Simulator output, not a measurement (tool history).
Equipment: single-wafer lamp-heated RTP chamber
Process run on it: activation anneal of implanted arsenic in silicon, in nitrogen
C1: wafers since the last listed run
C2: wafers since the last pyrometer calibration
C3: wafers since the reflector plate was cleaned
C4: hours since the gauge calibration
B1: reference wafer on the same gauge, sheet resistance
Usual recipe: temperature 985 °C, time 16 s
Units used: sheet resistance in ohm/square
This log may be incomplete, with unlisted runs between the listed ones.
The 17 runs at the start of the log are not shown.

{"hour": 848.9, "done": "pyrometer window cleaned and pyrometer calibrated"}
{"hour": 943.0, "done": "gauge calibrated"}
{"run": 18, "hour": 943.5, "temperature": 985, "time": 16, "C1": 2320, "C2": 1831, "C3": 4128, "C4": 0.5, "B1": 157.95, "sheet resistance": 151.76}
{"run": 19, "hour": 1002.1, "temperature": 985, "time": 16, "C1": 1134, "C2": 2965, "C3": 5263, "C4": 59.1, "B1": 157.9, "sheet resistance": 151.67}
{"run": 20, "hour": 1034.2, "temperature": 985, "time": 16, "C1": 621, "C2": 3587, "C3": 5885, "C4": 91.2, "B1": 158.11, "sheet resistance": 152.58}
{"run": 21, "hour": 1089.3, "temperature": 998, "time": 10, "C1": 1067, "C2": 4654, "C3": 6952, "C4": 146.3, "B1": 157.97, "sheet resistance": 152.74}
{"run": 22, "hour": 1135.3, "temperature": 985, "time": 16, "C1": 890, "C2": 5545, "C3": 7843, "C4": 192.3, "B1": 158.07, "sheet resistance": 152.37}
{"run": 23, "hour": 1161.2, "temperature": 985, "time": 10, "C1": 501, "C2": 6047, "C3": 8344, "C4": 218.2, "B1": 158.06, "sheet resistance": 154.26}
{"run": 24, "hour": 1196.2, "temperature": 957, "time": 24, "C1": 677, "C2": 6724, "C3": 9022, "C4": 253.2, "B1": 158.11, "sheet resistance": 154.06}
{"run": 25, "hour": 1267.6, "temperature": 1009, "time": 8, "C1": 1382, "C2": 8107, "C3": 10405, "C4": 324.6, "B1": 157.97, "sheet resistance": 152.03}
{"hour": 1296.1, "done": "reflector plate cleaned"}
{"run": 26, "hour": 1335.2, "temperature": 967, "time": 24, "C1": 1154, "C2": 9261, "C3": 756, "C4": 392.2, "B1": 158.0, "sheet resistance": 152.44}
{"hour": 1362.3, "done": "pyrometer window cleaned and pyrometer calibrated"}
{"run": 27, "hour": 1402.9, "temperature": 985, "time": 16, "C1": 1156, "C2": 786, "C3": 1913, "C4": 459.9, "B1": 158.03, "sheet resistance": 152.45}
{"run": 28, "hour": 1470.3, "temperature": 964, "time": 8, "C1": 1305, "C2": 2091, "C3": 3218, "C4": 527.3, "B1": 158.05, "sheet resistance": 159.57}
{"run": 29, "hour": 1499.0, "temperature": 985, "time": 16, "C1": 555, "C2": 2647, "C3": 3774, "C4": 556.0, "B1": 157.83, "sheet resistance": 152.45}
{"run": 30, "hour": 1567.0, "temperature": 972, "time": 25, "C1": 1316, "C2": 3964, "C3": 5090, "C4": 624.0, "B1": 158.02, "sheet resistance": 152.02}
{"run": 31, "hour": 1626.9, "temperature": 968, "time": 19, "C1": 1160, "C2": 5124, "C3": 6250, "C4": 683.9, "B1": 158.18, "sheet resistance": 153.49}
{"run": 32, "hour": 1695.0, "temperature": 966, "time": 9, "C1": 1318, "C2": 6442, "C3": 7569, "C4": 752.0, "B1": 158.05, "sheet resistance": 157.85}
{"hour": 1768.0, "done": "reflector plate cleaned"}
{"run": 33, "hour": 1799.7, "temperature": 985, "time": 16, "C1": 1872, "C2": 8315, "C3": 614, "C4": 856.7, "B1": 158.0, "sheet resistance": 151.73}
{"hour": 1865.6, "done": "pyrometer window cleaned and pyrometer calibrated"}
{"run": 34, "hour": 1866.1, "temperature": 985, "time": 16, "C1": 1130, "C2": 8, "C3": 1744, "C4": 923.1, "B1": 158.11, "sheet resistance": 151.66}
{"run": 35, "hour": 1905.5, "temperature": 1012, "time": 10, "C1": 763, "C2": 771, "C3": 2507, "C4": 962.5, "B1": 158.02, "sheet resistance": 150.83}
{"run": 36, "hour": 1951.1, "temperature": 962, "time": 24, "C1": 883, "C2": 1654, "C3": 3391, "C4": 1008.1, "B1": 157.86, "sheet resistance": 153.78}
{"run": 37, "hour": 1985.9, "temperature": 985, "time": 16, "C1": 673, "C2": 2328, "C3": 4064, "C4": 1042.9, "B1": 158.03, "sheet resistance": 152.06}

Predict each of these 3 candidate next runs independently; none follows another, all start after run 37:
{"run": "A", "hour": 1986.3, "temperature": 985, "time": 25, "C1": 7, "C2": 2336, "C3": 4072, "C4": 1043.3, "B1": "?", "sheet resistance": "?"}
{"run": "B", "hour": 1986.3, "temperature": 959, "time": 11, "C1": 7, "C2": 2336, "C3": 4072, "C4": 1043.3, "B1": "?", "sheet resistance": "?"}
{"run": "C", "hour": 1986.3, "temperature": 967, "time": 16, "C1": 7, "C2": 2336, "C3": 4072, "C4": 1043.3, "B1": "?", "sheet resistance": "?"}

run=A B1=157.82 sheet_resistance=149.47
run=B B1=157.82 sheet_resistance=157.67
run=C B1=157.82 sheet_resistance=154.66
With the hidden condition removed and each run's random variation left untouched, the same runs would have given:
run=A sheet_resistance=149.61
run=B sheet_resistance=157.79
run=C sheet_resistance=154.79
